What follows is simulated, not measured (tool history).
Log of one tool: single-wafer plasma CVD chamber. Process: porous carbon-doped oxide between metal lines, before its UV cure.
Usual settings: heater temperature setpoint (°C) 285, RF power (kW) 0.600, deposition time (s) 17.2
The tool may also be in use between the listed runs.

run   hour  heater temperature setpoint (°C)  RF power (kW)  deposition time (s)  wafers since the last listed run  hours since the last thermocouple change  hours since the last RF generator calibration  hours since the showerhead was replaced  hours since the gauge calibration  read-back reference wafer on the same gauge, thickness_nm  mean film thickness on the monitor wafer (angstrom)
  1    0.0                               296          0.600                 17.2                                 0                                     937.1                                          936.6                                   2558.4                              990.0                                                    122.989                                              1025.87
  2   48.2                               296          0.600                 17.2                               989                                     985.3                                          984.8                                   2606.6                             1038.2                                                    123.070                                              1025.02
  3   95.9                               285          0.600                 17.2                               978                                    1033.0                                         1032.5                                   2654.3                             1085.9                                                    123.072                                              1100.25
  4  162.4                               285          0.600                 17.2                              1364                                    1099.5                                         1099.0                                   2720.8                             1152.4                                                    123.085                                              1104.02
  5  195.2                               285          0.600                 17.2                               673                                    1132.3                                         1131.8                                   2753.6                             1185.2                                                    123.058                                              1098.31
  6  372.6                               278          0.600                 17.2                              3640                                    1309.7                                         1309.2                                   2931.0                             1362.6                                                    123.000                                              1152.32
  7  427.8                               278          0.600                 17.2                              1132                                    1364.9                                         1364.4                                   2986.2                             1417.8                                                    122.995                                              1156.98
     440.5  -- showerhead replaced
  8  460.5                               278          0.600                 17.2                               506                                    1397.6                                         1397.1                                     20.0                             1450.5                                                    123.024                                              1158.77
  9  521.9                               285          0.600                 17.2                              1259                                    1459.0                                         1458.5                                     81.4                             1511.9                                                    123.030                                              1100.31
     544.0  -- gauge calibrated
 10  581.1                               285          0.600                 17.2                              1214                                    1518.2                                         1517.7                                    140.6                               37.1                                                    123.057                                              1101.53
 11  615.4                               275          0.515                 17.2                               703                                    1552.5                                         1552.0                                    174.9                               71.4                                                    122.916                                              1048.59
 12  664.5                               275          0.515                 17.2                              1007                                    1601.6                                         1601.1                                    224.0                              120.5                                                    123.075                                              1046.01
 13  719.3                               285          0.600                 17.2                              1124                                    1656.4                                         1655.9                                    278.8                              175.3                                                    123.008                                              1096.57
     758.7  -- RF generator calibrated
 14  759.2                               285          0.600                 17.2                               654                                    1696.3                                            0.5                                    318.7                              215.2                                                    123.066                                              1097.51
 15  811.5                               285          0.600                 17.2                              1073                                    1748.6                                           52.8                                    371.0                              267.5                                                    123.046                                              1096.71
     833.9  -- thermocouple changed; heater temperature recalibrated
 16  836.5                               291          0.535                 16.0                               348                                       2.6                                           77.8                                    396.0                              292.5                                                    122.962                                               926.40
 17  866.5                               285          0.645                 15.6                               615                                      32.6                                          107.8                                    426.0                              322.5                                                    123.024                                              1083.35
 18  920.4                               280          0.700                 16.1                              1106                                      86.5                                          161.7                                    479.9                              376.4                                                    123.003                                              1227.61
 19  989.4                               285          0.515                 17.2                              1415                                     155.5                                          230.7                                    548.9                              445.4                                                    123.033                                               994.43

Forecast run 20:
 20  1047.5                               289          0.645                 17.2                              1192                                     213.6                                          288.8                                    607.0                              503.5                                                          ?                                                    ?

{"run 20": {"read-back reference wafer on the same gauge, thickness_nm": 122.954, "mean film thickness on the monitor wafer (angstrom)": 1153.12}}
Without the tool's hidden state the same run would have given mean film thickness on the monitor wafer (angstrom) 1167.98.

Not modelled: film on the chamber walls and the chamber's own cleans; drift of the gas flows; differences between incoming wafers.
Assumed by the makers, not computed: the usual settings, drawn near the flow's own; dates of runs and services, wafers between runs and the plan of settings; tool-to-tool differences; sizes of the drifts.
